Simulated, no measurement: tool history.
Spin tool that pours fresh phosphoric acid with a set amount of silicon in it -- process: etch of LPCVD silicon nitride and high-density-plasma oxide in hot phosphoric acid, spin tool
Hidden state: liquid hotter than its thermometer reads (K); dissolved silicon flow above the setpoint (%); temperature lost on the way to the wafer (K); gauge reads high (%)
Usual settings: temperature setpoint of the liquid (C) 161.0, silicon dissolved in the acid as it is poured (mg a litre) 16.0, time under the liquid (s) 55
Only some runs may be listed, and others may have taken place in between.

run	hour	temperature setpoint of the liquid (C)	silicon dissolved in the acid as it is poured (mg a litre)	time under the liquid (s)	wafers since the last listed run	hours since the thermometer was replaced	hours since the dissolved silicon flow meter was replaced	hours since the heated supply line was repaired	hours since the gauge calibration	read-back film thickness of the LPCVD silicon nitride reference wafer, read on the same gauge (nm)	thickness taken off the LPCVD silicon nitride on a monitor wafer (angstrom)
1	0.0	161.0	16.0	55	0	1857.1	452.7	2483.8	191.8	109.99	57.0
2	8.5	160.0	10.0	55	101	1865.6	461.2	2492.3	200.3	110.00	53.9
3	23.8	160.0	10.0	55	183	1880.9	476.5	2507.6	215.6	109.98	53.2
4	31.6	159.5	16.0	55	93	1888.7	484.3	2515.4	223.4	109.98	53.5
5	46.0	159.5	16.0	55	172	1903.1	498.7	2529.8	237.8	110.00	53.1
6	52.7	161.0	6.5	35	80	1909.8	505.4	2536.5	244.5	109.99	35.8
7	63.5	161.5	16.0	55	129	1920.6	516.2	2547.3	255.3	110.01	56.0
# hour 72.5: dissolved silicon flow meter replaced
8	76.2	161.0	24.5	55	139	1933.3	3.7	2560.0	268.0	109.98	56.5
9	89.7	158.5	21.5	30	161	1946.8	17.2	2573.5	281.5	109.99	28.1
# hour 91.7: gauge calibrated
10	102.9	161.0	16.0	35	157	1960.0	30.4	2586.7	11.2	110.01	35.4
# hour 105.4: thermometer replaced
# hour 111.5: heated supply line repaired
11	116.6	161.0	23.0	35	139	11.2	44.1	5.1	24.9	110.00	35.4
12	130.7	159.0	4.0	40	168	25.3	58.2	19.2	39.0	109.99	38.2
13	141.5	160.0	10.0	55	129	36.1	69.0	30.0	49.8	110.00	54.2
14	154.3	161.0	16.0	35	153	48.9	81.8	42.8	62.6	109.97	36.0
15	169.2	161.0	16.0	55	178	63.8	96.7	57.7	77.5	110.00	56.2
16	176.1	161.0	16.0	55	82	70.7	103.6	64.6	84.4	109.97	55.7
17	188.3	161.0	16.0	55	145	82.9	115.8	76.8	96.6	110.01	56.4
18	201.6	161.0	28.0	70	159	96.2	129.1	90.1	109.9	110.01	71.4
19	218.6	161.0	12.5	30	203	113.2	146.1	107.1	126.9	109.97	29.9
20	227.7	158.5	6.5	45	108	122.3	155.2	116.2	136.0	109.99	42.0
21	237.5	164.0	21.0	40	117	132.1	165.0	126.0	145.8	110.01	44.7

Consider 4 possible next runs. They are alternatives, not a sequence: every one starts from the tool as it was left by run 21. What does each give?
A	237.9	161.0	27.5	55	4	132.5	165.4	126.4	146.2	?	?
B	237.9	162.5	22.0	75	4	132.5	165.4	126.4	146.2	?	?
C	237.9	161.0	8.0	30	4	132.5	165.4	126.4	146.2	?	?
D	237.9	160.0	16.0	65	4	132.5	165.4	126.4	146.2	?	?

run	read-back film thickness of the LPCVD silicon nitride reference wafer, read on the same gauge (nm)	thickness taken off the LPCVD silicon nitride on a monitor wafer (angstrom)
A	110.01	55.8
B	110.01	80.0
C	110.01	30.5
D	110.01	63.8
With no hidden state in the tool, these same runs would have given:
run	thickness taken off the LPCVD silicon nitride on a monitor wafer (angstrom)
A	55.8
B	80.0
C	30.5
D	63.8
